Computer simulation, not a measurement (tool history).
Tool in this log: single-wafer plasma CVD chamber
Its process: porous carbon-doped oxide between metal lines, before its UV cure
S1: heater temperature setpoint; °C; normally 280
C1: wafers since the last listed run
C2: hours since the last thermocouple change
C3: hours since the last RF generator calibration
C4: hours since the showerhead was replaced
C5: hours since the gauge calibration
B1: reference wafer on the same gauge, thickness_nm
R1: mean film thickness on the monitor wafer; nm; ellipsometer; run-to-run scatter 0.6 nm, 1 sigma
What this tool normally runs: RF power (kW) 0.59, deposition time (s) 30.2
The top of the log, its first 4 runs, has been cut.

Run 5, day 11.4: usual settings; C1 1305; C2 1630.5; C3 362.3; C4 2042.6; C5 216.5; B1 176.201. Result: R1 187.707 nm.
Run 6, day 15.221: usual settings; C1 1640; C2 1722.2; C3 454; C4 2134.3; C5 308.2; B1 175.974. Result: R1 187.944 nm.
At day 18.933: thermocouple changed; heater temperature recalibrated.
Run 7, day 19.242: usual settings; C1 1582; C2 7.4; C3 550.5; C4 2230.8; C5 404.7; B1 176.058. Result: R1 179.302 nm.
Run 8, day 31.804: usual settings; C1 5392; C2 308.9; C3 852; C4 2532.3; C5 706.2; B1 176.094. Result: R1 179.979 nm.
Run 9, day 36.133: usual settings; C1 1858; C2 412.8; C3 955.9; C4 2636.2; C5 810.1; B1 176.057. Result: R1 179.541 nm.
Run 10, day 39.192: usual settings but S1 273 °C, RF power (kW) 0.655, deposition time (s) 35.3; C1 1312; C2 486.2; C3 1029.3; C4 2709.6; C5 883.5; B1 175.98. Result: R1 239.12 nm.
Run 11, day 43.183: usual settings but S1 287 °C, RF power (kW) 0.49; C1 1713; C2 582; C3 1125.1; C4 2805.4; C5 979.3; B1 175.898. Result: R1 145.079 nm.
Run 12, day 47.017: usual settings but S1 272 °C, RF power (kW) 0.67, deposition time (s) 28.3; C1 1645; C2 674; C3 1217.1; C4 2897.4; C5 1071.3; B1 176.103. Result: R1 196.416 nm.
Run 13, day 49.138: usual settings but S1 285 °C, RF power (kW) 0.515, deposition time (s) 26.1; C1 910; C2 724.9; C3 1268; C4 2948.3; C5 1122.2; B1 175.993. Result: R1 134.325 nm.
Run 14, day 52.975: usual settings but RF power (kW) 0.675, deposition time (s) 26; C1 1647; C2 817; C3 1360.1; C4 3040.4; C5 1214.3; B1 176.069. Result: R1 171.939 nm.
Run 15, day 55.112: usual settings but S1 271 °C; C1 917; C2 868.3; C3 1411.4; C4 3091.7; C5 1265.6; B1 175.88. Result: R1 191.639 nm.
Run 16, day 58.65: usual settings; C1 1518; C2 953.2; C3 1496.3; C4 3176.6; C5 1350.5; B1 176.022. Result: R1 179.165 nm.
Run 17, day 61.908: usual settings but S1 289 °C; C1 1398; C2 1031.4; C3 1574.5; C4 3254.8; C5 1428.7; B1 175.981. Result: R1 167.83 nm.
At day 63.817: showerhead replaced.
Run 18, day 64.471: usual settings but S1 289 °C, RF power (kW) 0.67, deposition time (s) 33.6; C1 956; C2 1092.9; C3 1636; C4 15.7; C5 1490.2; B1 175.94. Result: R1 204.726 nm.
At day 65.867: RF generator calibrated.
Run 19, day 67.067: usual settings but S1 288 °C, deposition time (s) 34.3; C1 971; C2 1155.2; C3 28.8; C4 78; C5 1552.5; B1 175.981. Result: R1 199.536 nm.
Run 20, day 70.208: usual settings but S1 288 °C, deposition time (s) 27.8; C1 1348; C2 1230.6; C3 104.2; C4 153.4; C5 1627.9; B1 175.961. Result: R1 162.442 nm.

What does the tool deliver on the next run?
Run 21, day 71.733: usual settings but RF power (kW) 0.66, deposition time (s) 27.3; C1 654; C2 1267.2; C3 140.8; C4 190; C5 1664.5; B1 ?. Result: R1 ?.

For run 21 the tool returned B1 175.955, R1 184.524 nm.
With no hidden state in the tool, this same run would have given R1 182.246 nm.

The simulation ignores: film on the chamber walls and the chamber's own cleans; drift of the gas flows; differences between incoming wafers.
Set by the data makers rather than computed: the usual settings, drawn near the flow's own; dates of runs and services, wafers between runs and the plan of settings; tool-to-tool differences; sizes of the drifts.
